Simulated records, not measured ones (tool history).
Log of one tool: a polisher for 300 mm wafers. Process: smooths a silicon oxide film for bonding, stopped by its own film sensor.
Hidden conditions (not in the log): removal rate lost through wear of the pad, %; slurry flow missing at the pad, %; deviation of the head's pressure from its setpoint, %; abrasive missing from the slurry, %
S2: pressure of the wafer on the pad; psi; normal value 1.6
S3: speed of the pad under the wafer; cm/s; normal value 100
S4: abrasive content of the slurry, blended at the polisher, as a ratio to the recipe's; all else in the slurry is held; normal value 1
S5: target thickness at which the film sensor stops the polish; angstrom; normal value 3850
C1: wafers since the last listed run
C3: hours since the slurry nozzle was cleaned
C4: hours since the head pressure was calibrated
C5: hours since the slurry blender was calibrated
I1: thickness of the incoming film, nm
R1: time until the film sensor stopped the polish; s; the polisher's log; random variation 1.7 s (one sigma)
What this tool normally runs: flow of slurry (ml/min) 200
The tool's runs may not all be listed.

{"run": 1, "day": 0.0, "flow of slurry (ml/min)": 200, "S2": 1.6, "S3": 110, "S4": 1, "S5": 3850, "C1": 0, "wafers polished on this pad": 564, "C3": 440.6, "C4": 1357.4, "C5": 62.3, "I1": 435.7, "R1": 101.6}
{"day": 0.204, "done": "worn pad replaced by a new one, repeated, since the last time left the tool worse"}
{"run": 2, "day": 0.75, "flow of slurry (ml/min)": 200, "S2": 1.6, "S3": 84, "S4": 1, "S5": 3850, "C1": 102, "wafers polished on this pad": 95, "C3": 458.6, "C4": 1375.4, "C5": 80.3, "I1": 441.7, "R1": 123.2}
{"run": 3, "day": 1.204, "flow of slurry (ml/min)": 200, "S2": 1.6, "S3": 84, "S4": 1, "S5": 3850, "C1": 79, "wafers polished on this pad": 174, "C3": 469.5, "C4": 1386.3, "C5": 91.2, "I1": 440.1, "R1": 116.2}
{"run": 4, "day": 1.929, "flow of slurry (ml/min)": 200, "S2": 1.6, "S3": 100, "S4": 1, "S5": 3850, "C1": 127, "wafers polished on this pad": 302, "C3": 486.9, "C4": 1403.7, "C5": 108.6, "I1": 439.8, "R1": 106.3}
{"run": 5, "day": 2.371, "flow of slurry (ml/min)": 200, "S2": 1.6, "S3": 100, "S4": 1, "S5": 3850, "C1": 77, "wafers polished on this pad": 379, "C3": 497.5, "C4": 1414.3, "C5": 119.2, "I1": 444.9, "R1": 116.7}
{"run": 6, "day": 3.05, "flow of slurry (ml/min)": 200, "S2": 1.6, "S3": 100, "S4": 0.85, "S5": 3800, "C1": 119, "wafers polished on this pad": 498, "C3": 513.8, "C4": 1430.6, "C5": 135.5, "I1": 437.6, "R1": 119.8}
{"run": 7, "day": 3.633, "flow of slurry (ml/min)": 200, "S2": 1.6, "S3": 100, "S4": 0.85, "S5": 3800, "C1": 102, "wafers polished on this pad": 600, "C3": 527.8, "C4": 1444.6, "C5": 149.5, "I1": 443.7, "R1": 131.2}
{"day": 4.283, "done": "slurry blender recalibrated"}
{"run": 8, "day": 4.304, "flow of slurry (ml/min)": 200, "S2": 1.6, "S3": 100, "S4": 0.85, "S5": 3800, "C1": 102, "wafers polished on this pad": 703, "C3": 543.9, "C4": 1460.7, "C5": 0.5, "I1": 430.8, "R1": 106.6}
{"run": 9, "day": 4.604, "flow of slurry (ml/min)": 200, "S2": 1.6, "S3": 100, "S4": 0.9, "S5": 3850, "C1": 52, "wafers polished on this pad": 756, "C3": 551.1, "C4": 1467.9, "C5": 7.7, "I1": 437.7, "R1": 108.2}
{"run": 10, "day": 5.183, "flow of slurry (ml/min)": 265, "S2": 1.6, "S3": 114, "S4": 0.9, "S5": 3850, "C1": 101, "wafers polished on this pad": 857, "C3": 565, "C4": 1481.8, "C5": 21.6, "I1": 447.3, "R1": 111.7}
{"run": 11, "day": 5.542, "flow of slurry (ml/min)": 200, "S2": 1.6, "S3": 100, "S4": 1, "S5": 3850, "C1": 62, "wafers polished on this pad": 920, "C3": 573.6, "C4": 1490.4, "C5": 30.2, "I1": 443.7, "R1": 115.1}
{"run": 12, "day": 5.971, "flow of slurry (ml/min)": 200, "S2": 1.6, "S3": 100, "S4": 1, "S5": 3850, "C1": 75, "wafers polished on this pad": 995, "C3": 583.9, "C4": 1500.7, "C5": 40.5, "I1": 443.4, "R1": 114.1}
{"run": 13, "day": 6.238, "flow of slurry (ml/min)": 200, "S2": 1.6, "S3": 100, "S4": 1, "S5": 3850, "C1": 46, "wafers polished on this pad": 1042, "C3": 590.3, "C4": 1507.1, "C5": 46.9, "I1": 447.5, "R1": 122.5}
{"day": 6.375, "done": "slurry nozzle cleaned"}
{"run": 14, "day": 6.825, "flow of slurry (ml/min)": 245, "S2": 1.6, "S3": 68, "S4": 1, "S5": 3850, "C1": 95, "wafers polished on this pad": 1138, "C3": 10.8, "C4": 1521.2, "C5": 61, "I1": 441.5, "R1": 151.3}
{"run": 15, "day": 7.362, "flow of slurry (ml/min)": 150, "S2": 1.6, "S3": 128, "S4": 1, "S5": 3670, "C1": 94, "wafers polished on this pad": 1232, "C3": 23.7, "C4": 1534.1, "C5": 73.9, "I1": 441.2, "R1": 125.8}
{"run": 16, "day": 7.725, "flow of slurry (ml/min)": 165, "S2": 1.3, "S3": 100, "S4": 0.75, "S5": 3850, "C1": 63, "wafers polished on this pad": 1295, "C3": 32.4, "C4": 1542.8, "C5": 82.6, "I1": 434.6, "R1": 141.2}
{"day": 7.946, "done": "head pressure recalibrated"}
{"run": 17, "day": 8.096, "flow of slurry (ml/min)": 200, "S2": 1.6, "S3": 128, "S4": 1, "S5": 3850, "C1": 50, "wafers polished on this pad": 1346, "C3": 41.3, "C4": 3.6, "C5": 91.5, "I1": 440.2, "R1": 86.6}
{"run": 18, "day": 8.733, "flow of slurry (ml/min)": 200, "S2": 1.6, "S3": 100, "S4": 1, "S5": 3850, "C1": 111, "wafers polished on this pad": 1457, "C3": 56.6, "C4": 18.9, "C5": 106.8, "I1": 432.7, "R1": 96.4}
{"run": 19, "day": 9.158, "flow of slurry (ml/min)": 180, "S2": 1.8, "S3": 86, "S4": 1, "S5": 3850, "C1": 74, "wafers polished on this pad": 1532, "C3": 66.8, "C4": 29.1, "C5": 117, "I1": 434.6, "R1": 100.1}
{"day": 9.392, "done": "worn pad replaced by a new one"}
{"run": 20, "day": 9.525, "flow of slurry (ml/min)": 130, "S2": 1.9, "S3": 70, "S4": 1, "S5": 3740, "C1": 35, "wafers polished on this pad": 23, "C3": 75.6, "C4": 37.9, "C5": 125.8, "I1": 441.2, "R1": 153.2}
{"run": 21, "day": 9.846, "flow of slurry (ml/min)": 200, "S2": 1.6, "S3": 100, "S4": 1, "S5": 3850, "C1": 56, "wafers polished on this pad": 79, "C3": 83.3, "C4": 45.6, "C5": 133.5, "I1": 440.6, "R1": 106.8}
{"day": 9.996, "done": "slurry blender recalibrated"}
{"run": 22, "day": 10.442, "flow of slurry (ml/min)": 200, "S2": 1.6, "S3": 100, "S4": 0.85, "S5": 4030, "C1": 89, "wafers polished on this pad": 169, "C3": 97.6, "C4": 59.9, "C5": 10.7, "I1": 440.2, "R1": 76.4}
{"run": 23, "day": 10.733, "flow of slurry (ml/min)": 200, "S2": 2.1, "S3": 100, "S4": 1, "S5": 3850, "C1": 51, "wafers polished on this pad": 220, "C3": 104.6, "C4": 66.9, "C5": 17.7, "I1": 443.4, "R1": 85.9}
{"run": 24, "day": 11.083, "flow of slurry (ml/min)": 200, "S2": 1.2, "S3": 86, "S4": 1.2, "S5": 3980, "C1": 61, "wafers polished on this pad": 281, "C3": 113, "C4": 75.3, "C5": 26.1, "I1": 437, "R1": 103.4}
{"run": 25, "day": 11.717, "flow of slurry (ml/min)": 200, "S2": 1.6, "S3": 100, "S4": 1, "S5": 3850, "C1": 110, "wafers polished on this pad": 392, "C3": 128.2, "C4": 90.5, "C5": 41.3, "I1": 441.1, "R1": 110}
{"run": 26, "day": 11.975, "flow of slurry (ml/min)": 145, "S2": 2.1, "S3": 100, "S4": 0.9, "S5": 4030, "C1": 45, "wafers polished on this pad": 438, "C3": 134.4, "C4": 96.7, "C5": 47.5, "I1": 440.3, "R1": 62.3}
{"run": 27, "day": 14.179, "flow of slurry (ml/min)": 200, "S2": 1.6, "S3": 100, "S4": 1, "S5": 3850, "C1": 386, "wafers polished on this pad": 824, "C3": 187.3, "C4": 149.6, "C5": 100.4, "I1": 431.7, "R1": 92.5}
{"run": 28, "day": 14.533, "flow of slurry (ml/min)": 200, "S2": 1.8, "S3": 100, "S4": 1, "S5": 3990, "C1": 62, "wafers polished on this pad": 886, "C3": 195.8, "C4": 158.1, "C5": 108.9, "I1": 432.2, "R1": 57.8}
{"run": 29, "day": 14.846, "flow of slurry (ml/min)": 200, "S2": 1.6, "S3": 100, "S4": 1, "S5": 3920, "C1": 54, "wafers polished on this pad": 941, "C3": 203.3, "C4": 165.6, "C5": 116.4, "I1": 437.1, "R1": 87.1}

Hidden state, per run?
slurry flow missing at the pad, %: 0, the same for each run
deviation of the head's pressure from its setpoint, %: 0, the same for each run
abrasive missing from the slurry, %: 0, the same for each run
H1: removal rate lost through wear of the pad, %
run=1 H1=15.5
run=2 H1=1.27
run=3 H1=2.06
run=4 H1=3.06
run=5 H1=3.55
run=6 H1=4.17
run=7 H1=4.59
run=8 H1=4.97
run=9 H1=5.12
run=10 H1=5.35
run=11 H1=5.47
run=12 H1=5.6
run=13 H1=5.67
run=14 H1=5.8
run=15 H1=5.9
run=16 H1=5.95
run=17 H1=6
run=18 H1=6.07
run=19 H1=6.11
run=20 H1=1.1
run=21 H1=1.76
run=22 H1=2.79
run=23 H1=3.22
run=24 H1=3.68
run=25 H1=4.37
run=26 H1=4.61
run=27 H1=5.93
run=28 H1=6.06
run=29 H1=6.16
